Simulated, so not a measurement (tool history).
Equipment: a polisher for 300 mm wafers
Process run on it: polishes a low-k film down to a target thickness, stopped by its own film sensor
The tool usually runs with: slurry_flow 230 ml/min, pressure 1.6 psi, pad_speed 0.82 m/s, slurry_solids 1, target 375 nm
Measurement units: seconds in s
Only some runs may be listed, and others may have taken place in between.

| run | hour | slurry_flow | pressure | pad_speed | slurry_solids | target | incoming thickness of the incoming film, nm | seconds |
|---|---|---|---|---|---|---|---|---|
| 1 | 0 | 230 | 1.6 | 0.76 | 1 | 379 | 418 | 162.3 |
|  | 34.7 | slurry nozzle cleaned |
| 2 | 102.7 | 230 | 1.2 | 0.82 | 1 | 375 | 412 | 197.9 |
|  | 159.3 | worn pad replaced by a new one |
| 3 | 187.2 | 230 | 1.6 | 0.82 | 1 | 375 | 424.9 | 188.6 |
| 4 | 237.2 | 230 | 1.6 | 0.82 | 1 | 375 | 416.5 | 161.3 |
| 5 | 319.5 | 230 | 1.6 | 0.82 | 1 | 375 | 418.9 | 182.4 |
| 6 | 368 | 230 | 1.6 | 0.82 | 1.05 | 375 | 417.3 | 176.2 |
|  | 408.6 | slurry blender recalibrated |
|  | 426.4 | conditioning disc replaced and pad reconditioned |
| 7 | 465.1 | 230 | 1.6 | 0.82 | 1.05 | 375 | 415.4 | 152.8 |
| 8 | 505.1 | 230 | 1.6 | 0.82 | 1.05 | 375 | 415.4 | 156.5 |
| 9 | 565.7 | 230 | 1.6 | 0.82 | 1 | 375 | 414.2 | 158.3 |
|  | 568 | head pressure recalibrated |
| 10 | 632.5 | 230 | 1.6 | 0.82 | 0.7 | 375 | 419.2 | 222.5 |
|  | 688.5 | worn pad replaced by a new one |
| 11 | 716.2 | 290 | 1.6 | 0.6 | 1.1 | 375 | 416.7 | 190.1 |
| 12 | 755.3 | 230 | 1.6 | 0.66 | 1.1 | 390 | 418.3 | 124.5 |
|  | 846.7 | slurry nozzle cleaned |
| 13 | 854.3 | 230 | 1.9 | 0.94 | 1 | 361 | 420.9 | 201.1 |
|  | 915.1 | slurry blender recalibrated |
| 14 | 926.1 | 230 | 1.6 | 1 | 1 | 375 | 421.3 | 182.4 |
| 15 | 1030.7 | 230 | 1.6 | 0.82 | 1 | 375 | 415.8 | 190.3 |
|  | 1045.5 | conditioning disc replaced and pad reconditioned |
| 16 | 1110.7 | 230 | 1.2 | 0.92 | 1.25 | 375 | 423 | 211.3 |
| 17 | 1186.2 | 230 | 1.6 | 0.82 | 1 | 375 | 419.6 | 184.4 |
|  | 1324.9 | worn pad replaced by a new one |
|  | 1398.7 | slurry blender recalibrated |
|  | 1425.1 | head pressure recalibrated |
|  | 1484.9 | slurry nozzle cleaned |
| 18 | 1508.3 | 230 | 1.6 | 0.82 | 1 | 375 | 419.1 | 190.6 |
| 19 | 1568.1 | 230 | 1.6 | 0.82 | 1 | 375 | 422.4 | 208.5 |
| 20 | 1647.7 | 230 | 1.6 | 0.82 | 0.8 | 375 | 415.8 | 217 |
|  | 1657.3 | conditioning disc replaced and pad reconditioned |
| 21 | 1745.5 | 280 | 1.4 | 0.82 | 1.15 | 364 | 426 | 257.3 |
| 22 | 1827.7 | 230 | 1.9 | 0.72 | 1 | 375 | 418.7 | 166 |
|  | 1900.5 | worn pad replaced by a new one |
|  | 1905.7 | slurry blender recalibrated |
| 23 | 1934.2 | 305 | 1.4 | 0.82 | 1 | 375 | 423.4 | 208.8 |
| 24 | 1978.4 | 230 | 2 | 0.96 | 1 | 390 | 423.5 | 99 |
| 25 | 2020.3 | 230 | 1.6 | 0.82 | 1 | 375 | 420.1 | 188.7 |
| 26 | 2074 | 230 | 1.3 | 0.82 | 1 | 375 | 423.6 | 249.3 |

Some steps in seconds, run to run, broken into two amounts with sign: the step expected even without the hidden condition (settings, incoming material, random variation), and the rest, left for the hidden condition together with whatever gauge scatter is not in both the measured and the hidden-condition-free result:
What the log doesn't record here: removal rate lost through wear of the pad, %; slurry flow missing at the pad, %; deviation of the head's pressure from its setpoint, %; abrasive missing from the slurry, %; time polished since the conditioner stopped cutting, s.
Run 15 -> 16: pressure 1.6 -> 1.2, pad_speed 0.82 -> 0.92, slurry_solids 1 -> 1.25, conditioning disc replaced and pad reconditioned. seconds +21 s: hidden state -25.6, all else +46.6.
Run 20 -> 21: slurry_flow 230 -> 280, pressure 1.6 -> 1.4, slurry_solids 0.8 -> 1.15, target 375 -> 364, conditioning disc replaced and pad reconditioned. seconds +40.3 s: hidden state -28.1, all else +68.4.
Run 21 -> 22: slurry_flow 280 -> 230, pressure 1.4 -> 1.9, pad_speed 0.82 -> 0.72, slurry_solids 1.15 -> 1, target 364 -> 375. seconds -91.3 s: hidden state -3.9, all else -87.4.
Run 23 -> 24: slurry_flow 305 -> 230, pressure 1.4 -> 2, pad_speed 0.82 -> 0.96, target 375 -> 390. seconds -109.8 s: hidden state -4, all else -105.8.
